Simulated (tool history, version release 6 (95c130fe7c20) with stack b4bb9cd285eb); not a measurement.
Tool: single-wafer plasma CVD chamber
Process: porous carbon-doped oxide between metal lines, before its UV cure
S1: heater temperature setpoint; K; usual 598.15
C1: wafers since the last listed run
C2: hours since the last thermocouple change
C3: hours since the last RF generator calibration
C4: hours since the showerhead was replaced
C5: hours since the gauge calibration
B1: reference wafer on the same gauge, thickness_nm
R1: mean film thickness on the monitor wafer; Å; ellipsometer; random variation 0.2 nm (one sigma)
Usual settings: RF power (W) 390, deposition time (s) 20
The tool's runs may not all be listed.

Run 1, hour 0: usual settings but deposition time (s) 17.6; C1 0; C2 1966.3; C3 1428.5; C4 3212.3; C5 577.5; B1 95.465. Result: R1 661.76 Å.
Run 2, hour 23.2: usual settings; C1 569; C2 1989.5; C3 1451.7; C4 3235.5; C5 600.7; B1 95.512. Result: R1 746.53 Å.
Run 3, hour 37.6: usual settings; C1 353; C2 2003.9; C3 1466.1; C4 3249.9; C5 615.1; B1 95.51. Result: R1 749.18 Å.
Run 4, hour 57.5: usual settings; C1 488; C2 2023.8; C3 1486; C4 3269.8; C5 635; B1 95.583. Result: R1 745.37 Å.
Run 5, hour 79.9: usual settings; C1 550; C2 2046.2; C3 1508.4; C4 3292.2; C5 657.4; B1 95.582. Result: R1 747.57 Å.
Run 6, hour 93.6: usual settings; C1 336; C2 2059.9; C3 1522.1; C4 3305.9; C5 671.1; B1 95.582. Result: R1 746.56 Å.
Run 7, hour 123.7: usual settings; C1 739; C2 2090; C3 1552.2; C4 3336; C5 701.2; B1 95.468. Result: R1 746.03 Å.
Run 8, hour 158.8: usual settings; C1 861; C2 2125.1; C3 1587.3; C4 3371.1; C5 736.3; B1 95.545. Result: R1 745.38 Å.
Run 9, hour 191.6: usual settings; C1 805; C2 2157.9; C3 1620.1; C4 3403.9; C5 769.1; B1 95.487. Result: R1 740.91 Å.
At hour 233.1: thermocouple changed; heater temperature recalibrated.
Run 10, hour 233.6: usual settings; C1 834; C2 0.5; C3 1662.1; C4 3445.9; C5 811.1; B1 95.465. Result: R1 770.87 Å.
Run 11, hour 241.1: usual settings; C1 184; C2 8; C3 1669.6; C4 3453.4; C5 818.6; B1 95.447. Result: R1 768.07 Å.
Run 12, hour 255.9: usual settings but S1 593.15 K; C1 363; C2 22.8; C3 1684.4; C4 3468.2; C5 833.4; B1 95.492. Result: R1 791.03 Å.
Run 13, hour 287.7: usual settings but S1 593.15 K; C1 780; C2 54.6; C3 1716.2; C4 3500; C5 865.2; B1 95.45. Result: R1 793.36 Å.
At hour 295.5: gauge calibrated.
Run 14, hour 321.7: usual settings but deposition time (s) 18.7; C1 834; C2 88.6; C3 1750.2; C4 3534; C5 26.2; B1 95.552. Result: R1 718.43 Å.
Run 15, hour 338.1: usual settings; C1 402; C2 105; C3 1766.6; C4 3550.4; C5 42.6; B1 95.466. Result: R1 768.21 Å.
Run 16, hour 356.9: usual settings but S1 594.15 K, RF power (W) 345; C1 461; C2 123.8; C3 1785.4; C4 3569.2; C5 61.4; B1 95.365. Result: R1 710.67 Å.
At hour 381.3: showerhead replaced.
Run 17, hour 381.9: usual settings but S1 594.15 K, RF power (W) 345; C1 417; C2 148.8; C3 1810.4; C4 0.6; C5 86.4; B1 95.496. Result: R1 711.58 Å.
Run 18, hour 410.1: usual settings but S1 603.15 K, RF power (W) 325, deposition time (s) 16.1; C1 692; C2 177; C3 1838.6; C4 28.8; C5 114.6; B1 95.462. Result: R1 523.81 Å.
Run 19, hour 437.1: usual settings; C1 662; C2 204; C3 1865.6; C4 55.8; C5 141.6; B1 95.463. Result: R1 766.62 Å.
Run 20, hour 467.4: usual settings but S1 589.15 K, RF power (W) 450, deposition time (s) 16.6; C1 744; C2 234.3; C3 1895.9; C4 86.1; C5 171.9; B1 95.488. Result: R1 753.91 Å.
Run 21, hour 486.8: usual settings but RF power (W) 445; C1 476; C2 253.7; C3 1915.3; C4 105.5; C5 191.3; B1 95.476. Result: R1 850.7 Å.
Run 22, hour 506.9: usual settings; C1 493; C2 273.8; C3 1935.4; C4 125.6; C5 211.4; B1 95.509. Result: R1 771.07 Å.
At hour 529.4: RF generator calibrated.
Run 23, hour 542.5: usual settings; C1 677; C2 309.4; C3 13.1; C4 161.2; C5 247; B1 95.532. Result: R1 806.96 Å.
Run 24, hour 574: usual settings but deposition time (s) 18.2; C1 773; C2 340.9; C3 44.6; C4 192.7; C5 278.5; B1 95.607. Result: R1 737.58 Å.
Run 25, hour 623.2: usual settings but S1 612.15 K, RF power (W) 450, deposition time (s) 21.6; C1 1208; C2 390.1; C3 93.8; C4 241.9; C5 327.7; B1 95.51. Result: R1 896.98 Å.
Run 26, hour 637.8: usual settings but RF power (W) 435; C1 358; C2 404.7; C3 108.4; C4 256.5; C5 342.3; B1 95.566. Result: R1 870.85 Å.
Run 27, hour 655.2: usual settings; C1 427; C2 422.1; C3 125.8; C4 273.9; C5 359.7; B1 95.503. Result: R1 802.05 Å.
Run 28, hour 667.7: usual settings but S1 604.15 K; C1 306; C2 434.6; C3 138.3; C4 286.4; C5 372.2; B1 95.512. Result: R1 773.25 Å.
Run 29, hour 718.2: usual settings; C1 1240; C2 485.1; C3 188.8; C4 336.9; C5 422.7; B1 95.434. Result: R1 796.8 Å.
Run 30, hour 744.3: usual settings but RF power (W) 465; C1 640; C2 511.2; C3 214.9; C4 363; C5 448.8; B1 95.539. Result: R1 908.19 Å.
Run 31, hour 771.3: usual settings but S1 606.15 K, RF power (W) 415, deposition time (s) 22.8; C1 662; C2 538.2; C3 241.9; C4 390; C5 475.8; B1 95.6. Result: R1 904.83 Å.
Run 32, hour 805: usual settings but S1 591.15 K, RF power (W) 410; C1 827; C2 571.9; C3 275.6; C4 423.7; C5 509.5; B1 95.507. Result: R1 855 Å.
Run 33, hour 822.9: usual settings; C1 439; C2 589.8; C3 293.5; C4 441.6; C5 527.4; B1 95.608. Result: R1 789.61 Å.

The same runs without the tool's hidden state, with the same run-to-run variation:
The hidden state here: wafer temperature above the value expected at the setpoint (K); delivered RF power above the setpoint (%); gauge reads high (%).
run      R1
  1  719.68
  2  812.66
  3  816.03
  4  812.56
  5  815.74
  6   815.1
  7  815.55
  8  816.05
  9  812.29
 10  815.93
 11     813
 12  837.52
 13  840.17
 14  760.85
 15  813.66
 16  753.16
 17  754.27
 18  555.51
 19  812.58
 20  798.43
 21  900.79
 22  817.79
 23  814.23
 24  746.29
 25  910.76
 26  885.81
 27  816.99
 28  788.06
 29  815.62
 30   929.2
 31  928.95
 32  880.66
 33  814.26

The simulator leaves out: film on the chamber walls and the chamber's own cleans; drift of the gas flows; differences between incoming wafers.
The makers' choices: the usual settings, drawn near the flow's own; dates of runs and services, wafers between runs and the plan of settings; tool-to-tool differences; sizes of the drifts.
